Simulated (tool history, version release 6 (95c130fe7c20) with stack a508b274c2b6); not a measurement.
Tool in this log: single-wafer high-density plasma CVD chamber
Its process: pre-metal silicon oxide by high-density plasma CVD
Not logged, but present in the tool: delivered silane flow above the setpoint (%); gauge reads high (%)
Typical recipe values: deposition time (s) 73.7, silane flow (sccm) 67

| run | hour | deposition time (s) | silane flow (sccm) | wafers since the last listed run | hours since the silane flow controller was replaced | hours since the gauge calibration | read-back reference wafer on the same gauge, thickness_nm | mean film thickness on the monitor wafer (nm) |
|---|---|---|---|---|---|---|---|---|
| 1 | 0.0 | 73.7 | 67 | 0 | 3291.1 | 695.2 | 352.308 | 468.645 |
| 2 | 83.3 | 73.7 | 67 | 1703 | 3374.4 | 778.5 | 352.148 | 469.799 |
| 3 | 158.6 | 73.7 | 77 | 1539 | 3449.7 | 853.8 | 351.933 | 537.124 |
| 4 | 258.2 | 73.7 | 77 | 2036 | 3549.3 | 953.4 | 351.632 | 541.183 |
| 5 | 330.2 | 73.7 | 67 | 1472 | 3621.3 | 1025.4 | 352.192 | 470.941 |
| 6 | 549.7 | 73.7 | 67 | 4488 | 3840.8 | 1244.9 | 352.105 | 470.023 |
| 7 | 655.6 | 73.7 | 67 | 2165 | 3946.7 | 1350.8 | 351.970 | 470.588 |
| 8 | 714.7 | 73.7 | 67 | 1208 | 4005.8 | 1409.9 | 351.970 | 468.962 |
| 9 | 792.1 | 77.1 | 61 | 1582 | 4083.2 | 1487.3 | 352.199 | 450.682 |
| 10 | 831.9 | 73.7 | 67 | 813 | 4123.0 | 1527.1 | 352.097 | 470.820 |
| 11 | 910.2 | 73.7 | 75 | 1601 | 4201.3 | 1605.4 | 352.148 | 531.334 |
| 12 | 949.3 | 83.1 | 67 | 799 | 4240.4 | 1644.5 | 352.113 | 527.562 |
| 13 | 1005.0 | 83.1 | 67 | 1138 | 4296.1 | 1700.2 | 352.179 | 527.600 |
| 14 | 1089.2 | 77.1 | 67 | 1721 | 4380.3 | 1784.4 | 351.403 | 491.441 |
| 15 | 1157.8 | 77.1 | 67 | 1402 | 4448.9 | 1853.0 | 352.175 | 495.746 |
| 16 | 1208.3 | 73.7 | 67 | 1032 | 4499.4 | 1903.5 | 352.020 | 467.173 |
| 17 | 1283.5 | 73.7 | 67 | 1537 | 4574.6 | 1978.7 | 352.038 | 474.303 |
| 18 | 1332.5 | 73.7 | 67 | 1001 | 4623.6 | 2027.7 | 352.109 | 469.645 |
| 19 | 1431.4 | 73.7 | 67 | 2022 | 4722.5 | 2126.6 | 351.646 | 473.145 |
|  | 1468.7 | silane flow controller replaced |
|  | 1468.9 | gauge calibrated |
| 20 | 1476.6 | 73.7 | 67 | 760 | 7.9 | 7.7 | 352.179 | 435.597 |
| 21 | 1582.4 | 66.1 | 75 | 2163 | 113.7 | 113.5 | 352.224 | 436.204 |
| 22 | 1802.5 | 73.7 | 77 | 4500 | 333.8 | 333.6 | 352.082 | 506.248 |
| 23 | 1879.2 | 65.2 | 57 | 1568 | 410.5 | 410.3 | 352.182 | 335.422 |
| 24 | 1932.1 | 60.0 | 78 | 1081 | 463.4 | 463.2 | 351.897 | 418.878 |
| 25 | 1991.1 | 73.7 | 67 | 1206 | 522.4 | 522.2 | 352.292 | 445.509 |
| 26 | 2074.0 | 69.3 | 67 | 1695 | 605.3 | 605.1 | 351.790 | 416.763 |
| 27 | 2113.8 | 63.0 | 72 | 813 | 645.1 | 644.9 | 351.917 | 411.944 |
| 28 | 2159.7 | 66.0 | 67 | 938 | 691.0 | 690.8 | 351.996 | 400.255 |
| 29 | 2210.2 | 73.7 | 67 | 1032 | 741.5 | 741.3 | 352.123 | 447.059 |
| 30 | 2307.1 | 73.7 | 67 | 1981 | 838.4 | 838.2 | 352.116 | 446.984 |
| 31 | 2359.9 | 83.1 | 67 | 1079 | 891.2 | 891.0 | 351.891 | 506.194 |
| 32 | 2415.1 | 60.7 | 73 | 1128 | 946.4 | 946.2 | 351.927 | 402.613 |
| 33 | 2452.3 | 79.5 | 76 | 760 | 983.6 | 983.4 | 351.725 | 550.034 |
| 34 | 2551.3 | 84.7 | 67 | 2024 | 1082.6 | 1082.4 | 351.462 | 516.433 |
| 35 | 2641.6 | 83.1 | 67 | 1846 | 1172.9 | 1172.7 | 352.280 | 509.627 |
| 36 | 2720.9 | 83.5 | 67 | 1621 | 1252.2 | 1252.0 | 352.375 | 515.575 |
| 37 | 2871.6 | 66.4 | 64 | 3081 | 1402.9 | 1402.7 | 352.111 | 388.098 |
| 38 | 2957.0 | 73.7 | 74 | 1746 | 1488.3 | 1488.1 | 351.968 | 499.337 |

5 options for the next run, each taken on its own from the tool as it stands now. Forecast them:
| A | 2957.4 | 73.7 | 62 | 8 | 1488.7 | 1488.5 | ? | ? |
| B | 2957.4 | 59.4 | 58 | 8 | 1488.7 | 1488.5 | ? | ? |
| C | 2957.4 | 68.8 | 75 | 8 | 1488.7 | 1488.5 | ? | ? |
| D | 2957.4 | 86.4 | 54 | 8 | 1488.7 | 1488.5 | ? | ? |
| E | 2957.4 | 86.2 | 67 | 8 | 1488.7 | 1488.5 | ? | ? |

| run | read-back reference wafer on the same gauge, thickness_nm | mean film thickness on the monitor wafer (nm) |
|---|---|---|
| A | 352.138 | 421.647 |
| B | 352.138 | 317.910 |
| C | 352.138 | 476.145 |
| D | 352.138 | 430.524 |
| E | 352.138 | 532.932 |
Stripped of hidden state, with their random variation kept, the same runs would have yielded:
| run | mean film thickness on the monitor wafer (nm) |
|---|---|
| A | 409.159 |
| B | 308.495 |
| C | 462.044 |
| D | 417.774 |
| E | 517.149 |
